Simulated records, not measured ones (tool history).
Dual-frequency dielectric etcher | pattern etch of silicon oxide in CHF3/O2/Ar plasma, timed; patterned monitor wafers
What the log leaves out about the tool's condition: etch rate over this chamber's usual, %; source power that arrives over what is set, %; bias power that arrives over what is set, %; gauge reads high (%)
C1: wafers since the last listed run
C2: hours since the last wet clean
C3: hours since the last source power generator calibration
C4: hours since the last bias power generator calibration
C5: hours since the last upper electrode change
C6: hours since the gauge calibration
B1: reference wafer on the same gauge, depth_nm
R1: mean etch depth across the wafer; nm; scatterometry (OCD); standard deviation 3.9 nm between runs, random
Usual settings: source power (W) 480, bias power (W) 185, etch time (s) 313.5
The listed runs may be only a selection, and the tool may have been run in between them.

Run 1, hour 0.0: usual settings but bias power (W) 149, etch time (s) 270.5; C1 0; C2 363.0; C3 1016.3; C4 4972.4; C5 5857.2; C6 88.7; B1 568.1. Result: R1 426.6 nm.
Run 2, hour 17.3: usual settings but bias power (W) 152; C1 104; C2 380.3; C3 1033.6; C4 4989.7; C5 5874.5; C6 106.0; B1 569.7. Result: R1 493.8 nm.
Run 3, hour 31.2: usual settings but bias power (W) 152; C1 84; C2 394.2; C3 1047.5; C4 5003.6; C5 5888.4; C6 119.9; B1 569.6. Result: R1 495.4 nm.
Run 4, hour 52.2: usual settings but bias power (W) 160; C1 127; C2 415.2; C3 1068.5; C4 5024.6; C5 5909.4; C6 140.9; B1 569.3. Result: R1 508.7 nm.
Run 5, hour 75.1: usual settings but bias power (W) 160; C1 138; C2 438.1; C3 1091.4; C4 5047.5; C5 5932.3; C6 163.8; B1 571.5. Result: R1 507.1 nm.
Run 6, hour 110.7: usual settings; C1 215; C2 473.7; C3 1127.0; C4 5083.1; C5 5967.9; C6 199.4; B1 570.2. Result: R1 546.1 nm.
At hour 127.8: bias power generator calibrated.
Run 7, hour 128.3: usual settings; C1 82; C2 491.3; C3 1144.6; C4 0.5; C5 5985.5; C6 217.0; B1 568.2. Result: R1 544.8 nm.
At hour 180.2: upper electrode replaced.
Run 8, hour 180.7: usual settings; C1 171; C2 543.7; C3 1197.0; C4 52.9; C5 0.5; C6 269.4; B1 570.1. Result: R1 550.6 nm.
Run 9, hour 181.1: usual settings; C1 2; C2 544.1; C3 1197.4; C4 53.3; C5 0.9; C6 269.8; B1 569.8. Result: R1 545.1 nm.
Run 10, hour 186.1: usual settings; C1 30; C2 549.1; C3 1202.4; C4 58.3; C5 5.9; C6 274.8; B1 570.0. Result: R1 547.8 nm.
At hour 241.2: wet clean of the chamber.
Run 11, hour 241.7: usual settings; C1 191; C2 0.5; C3 1258.0; C4 113.9; C5 61.5; C6 330.4; B1 570.4. Result: R1 579.8 nm.
Run 12, hour 253.1: usual settings but source power (W) 560; C1 68; C2 11.9; C3 1269.4; C4 125.3; C5 72.9; C6 341.8; B1 570.6. Result: R1 607.0 nm.
Run 13, hour 280.0: usual settings; C1 162; C2 38.8; C3 1296.3; C4 152.2; C5 99.8; C6 368.7; B1 571.2. Result: R1 571.4 nm.
Run 14, hour 293.4: usual settings but bias power (W) 160; C1 81; C2 52.2; C3 1309.7; C4 165.6; C5 113.2; C6 382.1; B1 568.6. Result: R1 530.8 nm.
Run 15, hour 311.6: usual settings but source power (W) 540, bias power (W) 171, etch time (s) 391.5; C1 110; C2 70.4; C3 1327.9; C4 183.8; C5 131.4; C6 400.3; B1 571.2. Result: R1 710.6 nm.
Run 16, hour 342.9: usual settings but etch time (s) 274.0; C1 189; C2 101.7; C3 1359.2; C4 215.1; C5 162.7; C6 431.6; B1 569.6. Result: R1 501.3 nm.
Run 17, hour 376.7: usual settings; C1 204; C2 135.5; C3 1393.0; C4 248.9; C5 196.5; C6 465.4; B1 567.5. Result: R1 573.3 nm.
At hour 391.8: gauge calibrated.
Run 18, hour 399.4: usual settings but bias power (W) 217, etch time (s) 280.0; C1 137; C2 158.2; C3 1415.7; C4 271.6; C5 219.2; C6 7.6; B1 569.8. Result: R1 558.8 nm.
Run 19, hour 417.7: usual settings but source power (W) 580, bias power (W) 200, etch time (s) 246.0; C1 110; C2 176.5; C3 1434.0; C4 289.9; C5 237.5; C6 25.9; B1 571.0. Result: R1 500.1 nm.
Run 20, hour 435.3: usual settings; C1 106; C2 194.1; C3 1451.6; C4 307.5; C5 255.1; C6 43.5; B1 570.0. Result: R1 569.0 nm.
At hour 448.8: source power generator calibrated.
Run 21, hour 453.9: usual settings but source power (W) 370; C1 88; C2 212.7; C3 5.1; C4 326.1; C5 273.7; C6 62.1; B1 569.9. Result: R1 512.5 nm.
Run 22, hour 477.2: usual settings but source power (W) 370, bias power (W) 139; C1 141; C2 236.0; C3 28.4; C4 349.4; C5 297.0; C6 85.4; B1 570.5. Result: R1 436.9 nm.
Run 23, hour 506.0: usual settings; C1 174; C2 264.8; C3 57.2; C4 378.2; C5 325.8; C6 114.2; B1 568.2. Result: R1 565.1 nm.
Run 24, hour 523.6: usual settings but etch time (s) 269.0; C1 106; C2 282.4; C3 74.8; C4 395.8; C5 343.4; C6 131.8; B1 567.7. Result: R1 482.1 nm.
Run 25, hour 547.8: usual settings but source power (W) 410; C1 146; C2 306.6; C3 99.0; C4 420.0; C5 367.6; C6 156.0; B1 570.8. Result: R1 524.0 nm.
Run 26, hour 581.6: usual settings; C1 204; C2 340.4; C3 132.8; C4 453.8; C5 401.4; C6 189.8; B1 569.7. Result: R1 556.9 nm.
Run 27, hour 612.5: usual settings but source power (W) 410, etch time (s) 221.0; C1 187; C2 371.3; C3 163.7; C4 484.7; C5 432.3; C6 220.7; B1 571.7. Result: R1 368.7 nm.
Run 28, hour 629.3: usual settings but bias power (W) 159; C1 101; C2 388.1; C3 180.5; C4 501.5; C5 449.1; C6 237.5; B1 570.0. Result: R1 507.2 nm.
Run 29, hour 651.8: usual settings but source power (W) 420, bias power (W) 169, etch time (s) 285.0; C1 136; C2 410.6; C3 203.0; C4 524.0; C5 471.6; C6 260.0; B1 569.4. Result: R1 462.4 nm.
Run 30, hour 686.2: usual settings; C1 208; C2 445.0; C3 237.4; C4 558.4; C5 506.0; C6 294.4; B1 570.8. Result: R1 558.5 nm.

How would selected steps in R1 from run to run divide? Give the signed amount a tool lacking its hidden state would still show from settings, what came in and random variation, and the signed amount left for the hidden state, including any gauge scatter that is not in both of the compared results.
Run 10 -> 11: wet clean of the chamber. R1 +32.0 nm: hidden state +31.6, all else +0.4.
Run 14 -> 15: source power (W) 480 -> 540, bias power (W) 160 -> 171, etch time (s) 313.5 -> 391.5. R1 +179.8 nm: hidden state -1.5, all else +181.3.
Run 15 -> 16: source power (W) 540 -> 480, bias power (W) 171 -> 185, etch time (s) 391.5 -> 274.0. R1 -209.3 nm: hidden state -0.4, all else -208.9.
Run 26 -> 27: source power (W) 480 -> 410, etch time (s) 313.5 -> 221.0. R1 -188.2 nm: hidden state +4.2, all else -192.4.
Run 27 -> 28: source power (W) 410 -> 480, bias power (W) 185 -> 159, etch time (s) 221.0 -> 313.5. R1 +138.5 nm: hidden state -5.0, all else +143.5.
Run 29 -> 30: source power (W) 420 -> 480, bias power (W) 169 -> 185, etch time (s) 285.0 -> 313.5. R1 +96.1 nm: hidden state -4.9, all else +101.0.
